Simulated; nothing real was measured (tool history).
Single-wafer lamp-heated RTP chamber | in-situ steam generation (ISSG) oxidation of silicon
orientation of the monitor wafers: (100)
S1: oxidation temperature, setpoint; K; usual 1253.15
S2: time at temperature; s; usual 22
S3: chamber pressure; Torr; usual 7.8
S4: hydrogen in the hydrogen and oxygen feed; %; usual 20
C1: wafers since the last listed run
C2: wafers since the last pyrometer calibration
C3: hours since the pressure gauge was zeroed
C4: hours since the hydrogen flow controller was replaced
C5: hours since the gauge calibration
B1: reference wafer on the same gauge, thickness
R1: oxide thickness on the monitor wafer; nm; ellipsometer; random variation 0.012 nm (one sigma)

| run | hour | S1 | S2 | S3 | S4 | C1 | C2 | C3 | C4 | C5 | B1 | R1 |
|---|---|---|---|---|---|---|---|---|---|---|---|---|
| 1 | 0.0 | 1253.15 | 22 | 7.8 | 20 | 0 | 3423 | 4150.9 | 3856.7 | 867.1 | 5.977 | 5.102 |
| 2 | 64.4 | 1253.15 | 22 | 7.8 | 20 | 858 | 4282 | 4215.3 | 3921.1 | 931.5 | 5.982 | 5.122 |
|  | 98.3 | pyrometer window cleaned and pyrometer calibrated |
| 3 | 103.3 | 1253.15 | 22 | 7.8 | 20 | 412 | 67 | 4254.2 | 3960.0 | 970.4 | 5.982 | 5.005 |
| 4 | 167.3 | 1253.15 | 22 | 7.8 | 20 | 853 | 920 | 4318.2 | 4024.0 | 1034.4 | 5.981 | 5.012 |
| 5 | 209.9 | 1253.15 | 28 | 7.8 | 20 | 568 | 1488 | 4360.8 | 4066.6 | 1077.0 | 5.979 | 5.641 |
| 6 | 269.6 | 1253.15 | 22 | 7.8 | 20 | 796 | 2285 | 4420.5 | 4126.3 | 1136.7 | 5.981 | 5.078 |
|  | 316.5 | pressure gauge zeroed |
| 7 | 317.8 | 1253.15 | 22 | 7.8 | 20 | 536 | 2821 | 1.3 | 4174.5 | 1184.9 | 5.978 | 5.096 |
| 8 | 355.3 | 1253.15 | 22 | 7.8 | 20 | 500 | 3321 | 38.8 | 4212.0 | 1222.4 | 5.981 | 5.075 |
|  | 431.8 | pyrometer window cleaned and pyrometer calibrated |
| 9 | 432.3 | 1237.15 | 22 | 7.8 | 20 | 920 | 6 | 115.8 | 4289.0 | 1299.4 | 5.982 | 4.712 |
| 10 | 453.1 | 1253.15 | 22 | 7.2 | 20 | 277 | 283 | 136.6 | 4309.8 | 1320.2 | 5.985 | 4.985 |
| 11 | 477.2 | 1253.15 | 22 | 8.7 | 20 | 321 | 605 | 160.7 | 4333.9 | 1344.3 | 5.980 | 4.958 |
| 12 | 506.4 | 1253.15 | 22 | 8.7 | 20 | 389 | 994 | 189.9 | 4363.1 | 1373.5 | 5.982 | 5.007 |
| 13 | 535.6 | 1253.15 | 22 | 7.8 | 20 | 389 | 1384 | 219.1 | 4392.3 | 1402.7 | 5.983 | 5.038 |
| 14 | 596.6 | 1253.15 | 22 | 8.7 | 20 | 813 | 2197 | 280.1 | 4453.3 | 1463.7 | 5.980 | 5.028 |
| 15 | 624.3 | 1253.15 | 22 | 7.8 | 20 | 369 | 2567 | 307.8 | 4481.0 | 1491.4 | 5.981 | 5.043 |
| 16 | 688.1 | 1253.15 | 27 | 8.3 | 24 | 850 | 3418 | 371.6 | 4544.8 | 1555.2 | 5.978 | 5.786 |
|  | 729.7 | pyrometer window cleaned and pyrometer calibrated |
| 17 | 751.3 | 1253.15 | 22 | 6.9 | 20 | 736 | 288 | 434.8 | 4608.0 | 1618.4 | 5.978 | 4.956 |
| 18 | 809.2 | 1242.15 | 22 | 7.8 | 28 | 772 | 1060 | 492.7 | 4665.9 | 1676.3 | 5.979 | 5.242 |
| 19 | 880.9 | 1253.15 | 29 | 7.8 | 15 | 956 | 2017 | 564.4 | 4737.6 | 1748.0 | 5.981 | 5.425 |
| 20 | 936.6 | 1253.15 | 24 | 7.8 | 14 | 742 | 2760 | 620.1 | 4793.3 | 1803.7 | 5.980 | 4.872 |
|  | 959.9 | gauge calibrated |
| 21 | 965.4 | 1270.15 | 22 | 8.7 | 20 | 384 | 3144 | 648.9 | 4822.1 | 5.5 | 5.980 | 5.414 |
| 22 | 1023.1 | 1253.15 | 19 | 7.8 | 23 | 769 | 3914 | 706.6 | 4879.8 | 63.2 | 5.979 | 4.931 |
|  | 1048.3 | pyrometer window cleaned and pyrometer calibrated |
| 23 | 1135.5 | 1253.15 | 24 | 9.0 | 20 | 1392 | 1162 | 819.0 | 4992.2 | 175.6 | 5.980 | 5.205 |
|  | 1153.0 | hydrogen flow controller replaced |
| 24 | 1166.9 | 1253.15 | 22 | 7.8 | 20 | 312 | 1474 | 850.4 | 13.9 | 207.0 | 5.982 | 5.037 |
| 25 | 1212.9 | 1253.15 | 19 | 7.8 | 23 | 613 | 2088 | 896.4 | 59.9 | 253.0 | 5.980 | 4.865 |
| 26 | 1267.0 | 1253.15 | 18 | 8.4 | 20 | 721 | 2809 | 950.5 | 114.0 | 307.1 | 5.979 | 4.615 |
| 27 | 1294.5 | 1253.15 | 19 | 7.8 | 20 | 366 | 3176 | 978.0 | 141.5 | 334.6 | 5.979 | 4.746 |
|  | 1362.7 | pyrometer window cleaned and pyrometer calibrated |
| 28 | 1365.9 | 1253.15 | 28 | 7.3 | 12 | 845 | 42 | 1049.4 | 212.9 | 406.0 | 5.978 | 5.019 |
| 29 | 1435.1 | 1267.15 | 22 | 7.8 | 20 | 923 | 965 | 1118.6 | 282.1 | 475.2 | 5.979 | 5.310 |
| 30 | 1500.1 | 1263.15 | 19 | 7.4 | 13 | 866 | 1832 | 1183.6 | 347.1 | 540.2 | 5.981 | 4.448 |

Forecast each of these 5 alternatives for the next run:
| A | 1500.5 | 1259.15 | 22 | 7.8 | 20 | 5 | 1838 | 1184.0 | 347.5 | 540.6 | ? | ? |
| B | 1500.5 | 1253.15 | 22 | 7.8 | 26 | 5 | 1838 | 1184.0 | 347.5 | 540.6 | ? | ? |
| C | 1500.5 | 1235.15 | 22 | 8.3 | 30 | 5 | 1838 | 1184.0 | 347.5 | 540.6 | ? | ? |
| D | 1500.5 | 1253.15 | 22 | 7.0 | 20 | 5 | 1838 | 1184.0 | 347.5 | 540.6 | ? | ? |
| E | 1500.5 | 1253.15 | 22 | 6.9 | 13 | 5 | 1838 | 1184.0 | 347.5 | 540.6 | ? | ? |

| run | B1 | R1 |
|---|---|---|
| A | 5.981 | 5.158 |
| B | 5.981 | 5.369 |
| C | 5.981 | 5.200 |
| D | 5.981 | 5.019 |
| E | 5.981 | 4.547 |
Without the tool's hidden state the same runs would have given:
| run | R1 |
|---|---|
| A | 5.087 |
| B | 5.297 |
| C | 5.138 |
| D | 4.952 |
| E | 4.487 |
